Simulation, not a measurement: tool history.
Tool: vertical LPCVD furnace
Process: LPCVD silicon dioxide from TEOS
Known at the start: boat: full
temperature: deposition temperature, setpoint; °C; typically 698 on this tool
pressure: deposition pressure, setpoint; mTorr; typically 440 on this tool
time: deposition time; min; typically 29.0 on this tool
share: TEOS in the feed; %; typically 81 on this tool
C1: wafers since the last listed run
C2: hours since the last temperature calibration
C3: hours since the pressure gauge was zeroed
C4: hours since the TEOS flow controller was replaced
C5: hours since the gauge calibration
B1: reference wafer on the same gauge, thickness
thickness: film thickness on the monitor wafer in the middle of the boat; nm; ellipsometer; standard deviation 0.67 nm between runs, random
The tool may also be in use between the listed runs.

run 1 day=0.000 | temperature=698 pressure=440 time=29.0 share=81 | C1=0 C2=2756.3 C3=2894.9 C4=5576.4 C5=120.4 | B1=247.00 | thickness=307.15
run 2 day=0.438 | temperature=698 pressure=440 time=29.0 share=81 | C1=144 C2=2766.8 C3=2905.4 C4=5586.9 C5=130.9 | B1=247.05 | thickness=306.43
run 3 day=0.971 | temperature=698 pressure=440 time=29.0 share=89 | C1=175 C2=2779.6 C3=2918.2 C4=5599.7 C5=143.7 | B1=246.81 | thickness=322.11
run 4 day=1.321 | temperature=698 pressure=440 time=29.0 share=85 | C1=115 C2=2788.0 C3=2926.6 C4=5608.1 C5=152.1 | B1=247.03 | thickness=313.68
run 5 day=2.012 | temperature=698 pressure=440 time=29.0 share=85 | C1=227 C2=2804.6 C3=2943.2 C4=5624.7 C5=168.7 | B1=247.11 | thickness=315.83
run 6 day=2.533 | temperature=698 pressure=440 time=29.0 share=85 | C1=171 C2=2817.1 C3=2955.7 C4=5637.2 C5=181.2 | B1=246.92 | thickness=315.13
run 7 day=2.846 | temperature=692 pressure=380 time=29.0 share=81 | C1=102 C2=2824.6 C3=2963.2 C4=5644.7 C5=188.7 | B1=246.96 | thickness=247.76
run 8 day=3.404 | temperature=698 pressure=440 time=29.0 share=90 | C1=183 C2=2838.0 C3=2976.6 C4=5658.1 C5=202.1 | B1=247.00 | thickness=324.99
run 9 day=3.921 | temperature=698 pressure=440 time=29.0 share=90 | C1=170 C2=2850.4 C3=2989.0 C4=5670.5 C5=214.5 | B1=247.08 | thickness=324.94
run 10 day=4.242 | temperature=698 pressure=440 time=29.0 share=81 | C1=105 C2=2858.1 C3=2996.7 C4=5678.2 C5=222.2 | B1=247.19 | thickness=308.67
-- day=5.625 TEOS flow controller replaced
run 11 day=5.646 | temperature=698 pressure=440 time=29.0 share=81 | C1=133 C2=2891.8 C3=3030.4 C4=0.5 C5=255.9 | B1=246.99 | thickness=309.00
run 12 day=5.854 | temperature=698 pressure=440 time=29.0 share=81 | C1=68 C2=2896.8 C3=3035.4 C4=5.5 C5=260.9 | B1=246.96 | thickness=308.62
run 13 day=6.058 | temperature=695 pressure=440 time=29.0 share=81 | C1=67 C2=2901.7 C3=3040.3 C4=10.4 C5=265.8 | B1=246.95 | thickness=287.86
run 14 day=6.525 | temperature=695 pressure=440 time=29.0 share=81 | C1=153 C2=2912.9 C3=3051.5 C4=21.6 C5=277.0 | B1=246.95 | thickness=287.62
run 15 day=7.162 | temperature=695 pressure=440 time=29.0 share=81 | C1=210 C2=2928.2 C3=3066.8 C4=36.9 C5=292.3 | B1=247.04 | thickness=285.87
run 16 day=7.671 | temperature=698 pressure=380 time=29.0 share=95 | C1=167 C2=2940.4 C3=3079.0 C4=49.1 C5=304.5 | B1=247.14 | thickness=310.13
run 17 day=7.971 | temperature=698 pressure=440 time=29.0 share=81 | C1=98 C2=2947.6 C3=3086.2 C4=56.3 C5=311.7 | B1=247.09 | thickness=309.92
-- day=9.325 thermocouples replaced and temperature profile calibrated
-- day=9.658 pressure gauge zeroed
run 18 day=9.679 | temperature=698 pressure=440 time=29.0 share=81 | C1=123 C2=8.5 C3=0.5 C4=97.3 C5=352.7 | B1=247.02 | thickness=323.59
run 19 day=9.888 | temperature=687 pressure=440 time=29.0 share=81 | C1=68 C2=13.5 C3=5.5 C4=102.3 C5=357.7 | B1=247.08 | thickness=251.53
run 20 day=10.092 | temperature=709 pressure=495 time=19.5 share=89 | C1=67 C2=18.4 C3=10.4 C4=107.2 C5=362.6 | B1=247.14 | thickness=312.01
run 21 day=10.446 | temperature=692 pressure=440 time=29.0 share=81 | C1=116 C2=26.9 C3=18.9 C4=115.7 C5=371.1 | B1=247.04 | thickness=283.19
run 22 day=10.854 | temperature=698 pressure=440 time=29.0 share=68 | C1=134 C2=36.7 C3=28.7 C4=125.5 C5=380.9 | B1=247.05 | thickness=297.26
run 23 day=11.154 | temperature=698 pressure=385 time=38.0 share=81 | C1=98 C2=43.9 C3=35.9 C4=132.7 C5=388.1 | B1=246.97 | thickness=398.89
-- day=11.154 gauge calibrated
-- day=13.242 thermocouples replaced and temperature profile calibrated, repeated, since the last time left the tool worse
run 24 day=13.262 | temperature=698 pressure=505 time=29.0 share=88 | C1=365 C2=0.5 C3=86.5 C4=183.3 C5=50.6 | B1=247.03 | thickness=327.74
run 25 day=13.467 | temperature=698 pressure=440 time=29.0 share=81 | C1=67 C2=5.4 C3=91.4 C4=188.2 C5=55.5 | B1=246.99 | thickness=291.97
run 26 day=13.979 | temperature=698 pressure=440 time=29.0 share=81 | C1=168 C2=17.7 C3=103.7 C4=200.5 C5=67.8 | B1=246.88 | thickness=293.31
run 27 day=14.438 | temperature=698 pressure=505 time=29.0 share=88 | C1=150 C2=28.7 C3=114.7 C4=211.5 C5=78.8 | B1=246.89 | thickness=327.74
run 28 day=14.800 | temperature=702 pressure=440 time=23.5 share=76 | C1=119 C2=37.4 C3=123.4 C4=220.2 C5=87.5 | B1=247.15 | thickness=252.25
run 29 day=15.267 | temperature=698 pressure=440 time=29.0 share=81 | C1=153 C2=48.6 C3=134.6 C4=231.4 C5=98.7 | B1=247.02 | thickness=292.47
run 30 day=15.821 | temperature=706 pressure=440 time=29.0 share=76 | C1=182 C2=61.9 C3=147.9 C4=244.7 C5=112.0 | B1=246.99 | thickness=342.57

Alternative continuations, all from the tool just after run 30; predict every row:
run A day=16.029 | temperature=698 pressure=440 time=29.0 share=81 | C1=68 C2=66.9 C3=152.9 C4=249.7 C5=117.0 | B1=? | thickness=?
run B day=16.029 | temperature=688 pressure=440 time=29.0 share=91 | C1=68 C2=66.9 C3=152.9 C4=249.7 C5=117.0 | B1=? | thickness=?
run C day=16.029 | temperature=706 pressure=440 time=29.0 share=67 | C1=68 C2=66.9 C3=152.9 C4=249.7 C5=117.0 | B1=? | thickness=?
run D day=16.029 | temperature=690 pressure=395 time=29.0 share=81 | C1=68 C2=66.9 C3=152.9 C4=249.7 C5=117.0 | B1=? | thickness=?

run=A B1=247.07 thickness=292.48
run=B B1=247.07 thickness=244.92
run=C B1=247.07 thickness=320.08
run=D B1=247.07 thickness=229.59
The same runs, with their run-to-run variation unchanged, on a tool lacking any hidden condition would have given:
run=A thickness=288.05
run=B thickness=241.13
run=C thickness=315.31
run=D thickness=226.05

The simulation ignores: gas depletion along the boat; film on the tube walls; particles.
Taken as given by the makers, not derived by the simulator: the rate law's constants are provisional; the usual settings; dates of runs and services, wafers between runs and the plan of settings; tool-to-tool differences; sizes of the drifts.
